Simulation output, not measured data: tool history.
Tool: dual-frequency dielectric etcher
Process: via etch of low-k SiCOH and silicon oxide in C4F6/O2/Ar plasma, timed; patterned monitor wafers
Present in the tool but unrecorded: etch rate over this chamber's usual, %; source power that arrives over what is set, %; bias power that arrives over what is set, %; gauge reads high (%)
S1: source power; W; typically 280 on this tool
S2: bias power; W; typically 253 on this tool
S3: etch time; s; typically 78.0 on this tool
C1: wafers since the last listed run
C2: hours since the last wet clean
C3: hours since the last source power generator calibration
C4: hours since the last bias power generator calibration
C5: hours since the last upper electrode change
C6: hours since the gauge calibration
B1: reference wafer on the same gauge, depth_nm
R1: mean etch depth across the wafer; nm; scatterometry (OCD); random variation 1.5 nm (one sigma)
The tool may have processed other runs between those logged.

{"run": 1, "hour": 0.0, "S1": 280, "S2": 253, "S3": 78.0, "C1": 0, "C2": 207.5, "C3": 4404.4, "C4": 3517.8, "C5": 3057.7, "C6": 51.4, "B1": 209.8, "R1": 215.7}
{"run": 2, "hour": 10.6, "S1": 280, "S2": 253, "S3": 78.0, "C1": 107, "C2": 218.1, "C3": 4415.0, "C4": 3528.4, "C5": 3068.3, "C6": 62.0, "B1": 209.9, "R1": 211.5}
{"run": 3, "hour": 18.4, "S1": 280, "S2": 253, "S3": 78.0, "C1": 79, "C2": 225.9, "C3": 4422.8, "C4": 3536.2, "C5": 3076.1, "C6": 69.8, "B1": 210.3, "R1": 212.1}
{"run": 4, "hour": 67.3, "S1": 280, "S2": 253, "S3": 78.0, "C1": 497, "C2": 274.8, "C3": 4471.7, "C4": 3585.1, "C5": 3125.0, "C6": 118.7, "B1": 209.8, "R1": 210.2}
{"run": 5, "hour": 80.5, "S1": 280, "S2": 253, "S3": 67.5, "C1": 134, "C2": 288.0, "C3": 4484.9, "C4": 3598.3, "C5": 3138.2, "C6": 131.9, "B1": 210.1, "R1": 182.1}
{"run": 6, "hour": 90.9, "S1": 280, "S2": 253, "S3": 78.0, "C1": 105, "C2": 298.4, "C3": 4495.3, "C4": 3608.7, "C5": 3148.6, "C6": 142.3, "B1": 209.8, "R1": 212.1}
{"run": 7, "hour": 110.1, "S1": 280, "S2": 253, "S3": 78.0, "C1": 195, "C2": 317.6, "C3": 4514.5, "C4": 3627.9, "C5": 3167.8, "C6": 161.5, "B1": 209.8, "R1": 209.1}
{"hour": 115.8, "done": "source power generator calibrated"}
{"hour": 146.8, "done": "bias power generator calibrated"}
{"hour": 150.5, "done": "gauge calibrated"}
{"hour": 160.3, "done": "upper electrode replaced"}
{"run": 8, "hour": 160.8, "S1": 280, "S2": 253, "S3": 78.0, "C1": 296, "C2": 368.3, "C3": 45.0, "C4": 14.0, "C5": 0.5, "C6": 10.3, "B1": 210.4, "R1": 209.5}
{"run": 9, "hour": 161.2, "S1": 280, "S2": 253, "S3": 78.0, "C1": 4, "C2": 368.7, "C3": 45.4, "C4": 14.4, "C5": 0.9, "C6": 10.7, "B1": 210.4, "R1": 213.8}
{"run": 10, "hour": 161.9, "S1": 280, "S2": 253, "S3": 78.0, "C1": 7, "C2": 369.4, "C3": 46.1, "C4": 15.1, "C5": 1.6, "C6": 11.4, "B1": 209.6, "R1": 211.9}
{"run": 11, "hour": 178.0, "S1": 340, "S2": 206, "S3": 89.5, "C1": 163, "C2": 385.5, "C3": 62.2, "C4": 31.2, "C5": 17.7, "C6": 27.5, "B1": 209.9, "R1": 240.5}
{"run": 12, "hour": 192.8, "S1": 340, "S2": 306, "S3": 91.0, "C1": 150, "C2": 400.3, "C3": 77.0, "C4": 46.0, "C5": 32.5, "C6": 42.3, "B1": 210.1, "R1": 274.0}
{"hour": 221.0, "done": "wet clean of the chamber"}
{"run": 13, "hour": 221.5, "S1": 230, "S2": 300, "S3": 89.5, "C1": 47, "C2": 0.5, "C3": 105.7, "C4": 74.7, "C5": 61.2, "C6": 71.0, "B1": 210.1, "R1": 253.1}
{"run": 14, "hour": 221.8, "S1": 250, "S2": 253, "S3": 101.0, "C1": 3, "C2": 0.8, "C3": 106.0, "C4": 75.0, "C5": 61.5, "C6": 71.3, "B1": 210.2, "R1": 274.5}
{"run": 15, "hour": 227.9, "S1": 280, "S2": 253, "S3": 67.5, "C1": 62, "C2": 6.9, "C3": 112.1, "C4": 81.1, "C5": 67.6, "C6": 77.4, "B1": 210.1, "R1": 192.8}
{"run": 16, "hour": 244.7, "S1": 280, "S2": 253, "S3": 78.0, "C1": 170, "C2": 23.7, "C3": 128.9, "C4": 97.9, "C5": 84.4, "C6": 94.2, "B1": 209.7, "R1": 218.4}
{"run": 17, "hour": 252.2, "S1": 320, "S2": 253, "S3": 68.0, "C1": 76, "C2": 31.2, "C3": 136.4, "C4": 105.4, "C5": 91.9, "C6": 101.7, "B1": 209.9, "R1": 197.0}
{"run": 18, "hour": 262.7, "S1": 240, "S2": 233, "S3": 78.0, "C1": 106, "C2": 41.7, "C3": 146.9, "C4": 115.9, "C5": 102.4, "C6": 112.2, "B1": 210.0, "R1": 205.9}
{"run": 19, "hour": 279.6, "S1": 280, "S2": 221, "S3": 88.0, "C1": 171, "C2": 58.6, "C3": 163.8, "C4": 132.8, "C5": 119.3, "C6": 129.1, "B1": 210.0, "R1": 233.5}
{"run": 20, "hour": 293.2, "S1": 250, "S2": 196, "S3": 78.0, "C1": 138, "C2": 72.2, "C3": 177.4, "C4": 146.4, "C5": 132.9, "C6": 142.7, "B1": 209.9, "R1": 196.2}

Alternative continuations, all from the tool just after run 20; predict every row:
{"run": "A", "hour": 293.6, "S1": 280, "S2": 253, "S3": 67.0, "C1": 4, "C2": 72.6, "C3": 177.8, "C4": 146.8, "C5": 133.3, "C6": 143.1, "B1": "?", "R1": "?"}
{"run": "B", "hour": 293.6, "S1": 280, "S2": 298, "S3": 78.0, "C1": 4, "C2": 72.6, "C3": 177.8, "C4": 146.8, "C5": 133.3, "C6": 143.1, "B1": "?", "R1": "?"}
{"run": "C", "hour": 293.6, "S1": 230, "S2": 253, "S3": 100.0, "C1": 4, "C2": 72.6, "C3": 177.8, "C4": 146.8, "C5": 133.3, "C6": 143.1, "B1": "?", "R1": "?"}
{"run": "D", "hour": 293.6, "S1": 230, "S2": 253, "S3": 57.5, "C1": 4, "C2": 72.6, "C3": 177.8, "C4": 146.8, "C5": 133.3, "C6": 143.1, "B1": "?", "R1": "?"}

run=A B1=209.7 R1=186.4
run=B B1=209.7 R1=228.5
run=C B1=209.7 R1=264.7
run=D B1=209.7 R1=152.2
Without the tool's unlogged condition, the same runs would have read:
run=A R1=187.2
run=B R1=229.5
run=C R1=265.9
run=D R1=152.9
